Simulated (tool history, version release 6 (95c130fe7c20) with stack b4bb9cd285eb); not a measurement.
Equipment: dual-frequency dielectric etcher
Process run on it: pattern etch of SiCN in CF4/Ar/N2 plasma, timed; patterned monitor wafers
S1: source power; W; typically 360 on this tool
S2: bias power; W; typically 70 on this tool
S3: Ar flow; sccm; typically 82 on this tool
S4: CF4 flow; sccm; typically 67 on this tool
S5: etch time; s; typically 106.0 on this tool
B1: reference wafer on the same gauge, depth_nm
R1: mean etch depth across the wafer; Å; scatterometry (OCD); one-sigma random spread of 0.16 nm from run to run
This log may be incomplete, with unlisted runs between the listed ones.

| run | hour | S1 | S2 | S3 | S4 | S5 | B1 | R1 |
|---|---|---|---|---|---|---|---|---|
| 1 | 0.0 | 360 | 70 | 82 | 67 | 106.0 | 78.8 | 726 |
| 2 | 26.9 | 360 | 70 | 82 | 67 | 106.0 | 78.8 | 727 |
| 3 | 77.8 | 360 | 70 | 82 | 67 | 106.0 | 78.8 | 728 |
| 4 | 138.4 | 360 | 70 | 82 | 67 | 106.0 | 78.8 | 727 |
| 5 | 202.6 | 360 | 70 | 72 | 67 | 106.0 | 78.8 | 738 |
| 6 | 231.6 | 360 | 70 | 72 | 67 | 106.0 | 78.8 | 737 |
|  | 257.8 | wet clean of the chamber |
| 7 | 385.9 | 360 | 70 | 82 | 67 | 106.0 | 78.8 | 726 |
| 8 | 436.0 | 360 | 70 | 82 | 67 | 106.0 | 78.8 | 725 |
| 9 | 497.2 | 360 | 70 | 82 | 67 | 122.0 | 78.8 | 835 |
|  | 585.3 | gauge calibrated |
| 10 | 610.5 | 360 | 70 | 82 | 67 | 122.0 | 78.8 | 835 |
|  | 644.9 | wet clean of the chamber |
| 11 | 668.0 | 360 | 70 | 82 | 67 | 106.0 | 78.8 | 722 |
|  | 694.3 | source power generator calibrated |
|  | 818.9 | Ar flow controller replaced |
|  | 827.8 | upper electrode replaced |
| 12 | 873.0 | 360 | 70 | 82 | 58 | 106.0 | 78.8 | 698 |
| 13 | 904.7 | 360 | 70 | 82 | 67 | 106.0 | 78.8 | 722 |
|  | 945.4 | bias power generator calibrated |
| 14 | 971.1 | 360 | 70 | 82 | 67 | 106.0 | 78.8 | 722 |
|  | 1007.5 | CF4 flow controller replaced |
|  | 1045.6 | wet clean of the chamber |
| 15 | 1046.1 | 310 | 58 | 73 | 67 | 125.5 | 78.8 | 761 |
| 16 | 1098.6 | 360 | 70 | 82 | 67 | 106.0 | 78.8 | 737 |
| 17 | 1142.1 | 360 | 70 | 82 | 67 | 85.5 | 78.8 | 594 |
| 18 | 1174.9 | 360 | 70 | 98 | 67 | 90.0 | 78.8 | 613 |
| 19 | 1241.2 | 310 | 56 | 82 | 67 | 106.0 | 78.8 | 628 |
| 20 | 1281.3 | 360 | 70 | 90 | 76 | 106.0 | 78.8 | 748 |

Predict each of these 3 candidate next runs independently; none follows another, all start after run 20:
| A | 1281.7 | 360 | 70 | 82 | 67 | 84.0 | ? | ? |
| B | 1281.7 | 360 | 70 | 82 | 53 | 106.0 | ? | ? |
| C | 1281.7 | 360 | 84 | 82 | 67 | 106.0 | ? | ? |

| run | B1 | R1 |
|---|---|---|
| A | 78.8 | 586 |
| B | 78.8 | 701 |
| C | 78.8 | 786 |
With the hidden condition removed and each run's random variation left untouched, the same runs would have given:
| run | R1 |
|---|---|
| A | 586 |
| B | 701 |
| C | 787 |

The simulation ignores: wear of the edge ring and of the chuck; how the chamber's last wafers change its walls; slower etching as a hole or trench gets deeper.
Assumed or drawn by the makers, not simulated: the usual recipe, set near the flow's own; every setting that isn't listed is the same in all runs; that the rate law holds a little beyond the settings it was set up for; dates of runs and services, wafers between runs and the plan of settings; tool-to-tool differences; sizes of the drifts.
